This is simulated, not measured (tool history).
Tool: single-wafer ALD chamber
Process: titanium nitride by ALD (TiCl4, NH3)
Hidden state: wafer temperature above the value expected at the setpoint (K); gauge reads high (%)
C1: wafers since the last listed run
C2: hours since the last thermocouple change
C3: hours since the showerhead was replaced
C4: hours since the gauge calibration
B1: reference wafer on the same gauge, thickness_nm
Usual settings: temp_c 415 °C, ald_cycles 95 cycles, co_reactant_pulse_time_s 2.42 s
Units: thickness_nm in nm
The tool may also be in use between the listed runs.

run 1 hour=0.0 | temp_c=415 ald_cycles=95 co_reactant_pulse_time_s=2.42 | C1=0 C2=1083.0 C3=3017.0 C4=525.9 | B1=1.900 | thickness_nm=2.062
run 2 hour=34.8 | temp_c=415 ald_cycles=95 co_reactant_pulse_time_s=2.42 | C1=114 C2=1117.8 C3=3051.8 C4=560.7 | B1=1.900 | thickness_nm=2.053
run 3 hour=50.2 | temp_c=415 ald_cycles=95 co_reactant_pulse_time_s=2.42 | C1=50 C2=1133.2 C3=3067.2 C4=576.1 | B1=1.901 | thickness_nm=2.062
run 4 hour=76.7 | temp_c=415 ald_cycles=95 co_reactant_pulse_time_s=2.42 | C1=87 C2=1159.7 C3=3093.7 C4=602.6 | B1=1.900 | thickness_nm=2.045
run 5 hour=96.1 | temp_c=415 ald_cycles=95 co_reactant_pulse_time_s=2.42 | C1=63 C2=1179.1 C3=3113.1 C4=622.0 | B1=1.901 | thickness_nm=2.050
run 6 hour=120.7 | temp_c=415 ald_cycles=95 co_reactant_pulse_time_s=2.42 | C1=80 C2=1203.7 C3=3137.7 C4=646.6 | B1=1.899 | thickness_nm=2.052
run 7 hour=137.3 | temp_c=415 ald_cycles=95 co_reactant_pulse_time_s=2.42 | C1=54 C2=1220.3 C3=3154.3 C4=663.2 | B1=1.899 | thickness_nm=2.056
run 8 hour=161.0 | temp_c=415 ald_cycles=100 co_reactant_pulse_time_s=2.42 | C1=77 C2=1244.0 C3=3178.0 C4=686.9 | B1=1.899 | thickness_nm=2.167
run 9 hour=196.2 | temp_c=415 ald_cycles=81 co_reactant_pulse_time_s=2.42 | C1=115 C2=1279.2 C3=3213.2 C4=722.1 | B1=1.900 | thickness_nm=1.753
run 10 hour=208.7 | temp_c=415 ald_cycles=95 co_reactant_pulse_time_s=2.42 | C1=41 C2=1291.7 C3=3225.7 C4=734.6 | B1=1.900 | thickness_nm=2.056
run 11 hour=230.2 | temp_c=415 ald_cycles=95 co_reactant_pulse_time_s=2.42 | C1=70 C2=1313.2 C3=3247.2 C4=756.1 | B1=1.900 | thickness_nm=2.058
run 12 hour=256.5 | temp_c=415 ald_cycles=95 co_reactant_pulse_time_s=2.42 | C1=86 C2=1339.5 C3=3273.5 C4=782.4 | B1=1.900 | thickness_nm=2.046
run 13 hour=275.0 | temp_c=415 ald_cycles=95 co_reactant_pulse_time_s=2.42 | C1=60 C2=1358.0 C3=3292.0 C4=800.9 | B1=1.900 | thickness_nm=2.060
run 14 hour=300.5 | temp_c=415 ald_cycles=95 co_reactant_pulse_time_s=2.42 | C1=83 C2=1383.5 C3=3317.5 C4=826.4 | B1=1.900 | thickness_nm=2.063
-- hour=306.0 gauge calibrated
-- hour=313.5 thermocouple changed; heater temperature recalibrated
run 15 hour=327.3 | temp_c=409 ald_cycles=95 co_reactant_pulse_time_s=2.42 | C1=61 C2=13.8 C3=3344.3 C4=21.3 | B1=1.900 | thickness_nm=2.047
-- hour=351.8 showerhead replaced
run 16 hour=361.6 | temp_c=409 ald_cycles=95 co_reactant_pulse_time_s=2.42 | C1=86 C2=48.1 C3=9.8 C4=55.6 | B1=1.901 | thickness_nm=2.062
run 17 hour=378.1 | temp_c=405 ald_cycles=105 co_reactant_pulse_time_s=2.42 | C1=54 C2=64.6 C3=26.3 C4=72.1 | B1=1.899 | thickness_nm=2.256
run 18 hour=404.1 | temp_c=405 ald_cycles=105 co_reactant_pulse_time_s=2.42 | C1=85 C2=90.6 C3=52.3 C4=98.1 | B1=1.900 | thickness_nm=2.267
run 19 hour=426.3 | temp_c=405 ald_cycles=105 co_reactant_pulse_time_s=2.42 | C1=72 C2=112.8 C3=74.5 C4=120.3 | B1=1.900 | thickness_nm=2.263
run 20 hour=448.5 | temp_c=415 ald_cycles=95 co_reactant_pulse_time_s=1.87 | C1=72 C2=135.0 C3=96.7 C4=142.5 | B1=1.900 | thickness_nm=2.039
run 21 hour=473.1 | temp_c=415 ald_cycles=95 co_reactant_pulse_time_s=2.42 | C1=80 C2=159.6 C3=121.3 C4=167.1 | B1=1.899 | thickness_nm=2.060
run 22 hour=492.0 | temp_c=415 ald_cycles=81 co_reactant_pulse_time_s=2.80 | C1=62 C2=178.5 C3=140.2 C4=186.0 | B1=1.900 | thickness_nm=1.765
run 23 hour=524.6 | temp_c=409 ald_cycles=88 co_reactant_pulse_time_s=3.22 | C1=107 C2=211.1 C3=172.8 C4=218.6 | B1=1.900 | thickness_nm=1.921
run 24 hour=556.2 | temp_c=415 ald_cycles=82 co_reactant_pulse_time_s=2.42 | C1=103 C2=242.7 C3=204.4 C4=250.2 | B1=1.900 | thickness_nm=1.774
run 25 hour=576.6 | temp_c=421 ald_cycles=84 co_reactant_pulse_time_s=3.01 | C1=67 C2=263.1 C3=224.8 C4=270.6 | B1=1.899 | thickness_nm=1.835
run 26 hour=596.4 | temp_c=421 ald_cycles=83 co_reactant_pulse_time_s=1.88 | C1=65 C2=282.9 C3=244.6 C4=290.4 | B1=1.899 | thickness_nm=1.786
run 27 hour=611.2 | temp_c=408 ald_cycles=105 co_reactant_pulse_time_s=3.29 | C1=48 C2=297.7 C3=259.4 C4=305.2 | B1=1.899 | thickness_nm=2.286
run 28 hour=632.0 | temp_c=415 ald_cycles=95 co_reactant_pulse_time_s=2.42 | C1=68 C2=318.5 C3=280.2 C4=326.0 | B1=1.900 | thickness_nm=2.057
run 29 hour=648.6 | temp_c=403 ald_cycles=78 co_reactant_pulse_time_s=2.74 | C1=54 C2=335.1 C3=296.8 C4=342.6 | B1=1.900 | thickness_nm=1.695
run 30 hour=716.5 | temp_c=427 ald_cycles=84 co_reactant_pulse_time_s=2.42 | C1=223 C2=403.0 C3=364.7 C4=410.5 | B1=1.900 | thickness_nm=1.823
run 31 hour=730.7 | temp_c=425 ald_cycles=84 co_reactant_pulse_time_s=1.66 | C1=46 C2=417.2 C3=378.9 C4=424.7 | B1=1.900 | thickness_nm=1.810
run 32 hour=761.3 | temp_c=406 ald_cycles=81 co_reactant_pulse_time_s=2.73 | C1=100 C2=447.8 C3=409.5 C4=455.3 | B1=1.900 | thickness_nm=1.755
run 33 hour=781.5 | temp_c=415 ald_cycles=81 co_reactant_pulse_time_s=2.80 | C1=66 C2=468.0 C3=429.7 C4=475.5 | B1=1.899 | thickness_nm=1.757
run 34 hour=815.3 | temp_c=402 ald_cycles=85 co_reactant_pulse_time_s=2.16 | C1=111 C2=501.8 C3=463.5 C4=509.3 | B1=1.900 | thickness_nm=1.825
run 35 hour=832.5 | temp_c=405 ald_cycles=105 co_reactant_pulse_time_s=2.42 | C1=56 C2=519.0 C3=480.7 C4=526.5 | B1=1.900 | thickness_nm=2.272
run 36 hour=868.1 | temp_c=415 ald_cycles=105 co_reactant_pulse_time_s=3.25 | C1=116 C2=554.6 C3=516.3 C4=562.1 | B1=1.900 | thickness_nm=2.289
run 37 hour=929.1 | temp_c=404 ald_cycles=84 co_reactant_pulse_time_s=2.17 | C1=200 C2=615.6 C3=577.3 C4=623.1 | B1=1.899 | thickness_nm=1.815
run 38 hour=960.6 | temp_c=403 ald_cycles=88 co_reactant_pulse_time_s=2.98 | C1=103 C2=647.1 C3=608.8 C4=654.6 | B1=1.900 | thickness_nm=1.917

Hidden state at the last listed run before each entry between runs and at the first one after, where it differs:
Between runs 14 and 15: gauge calibrated (hour 306.0); thermocouple changed; heater temperature recalibrated (hour 313.5)
  no hidden state differs between the two runs
Between runs 15 and 16: showerhead replaced (hour 351.8)
  no hidden state differs between the two runs
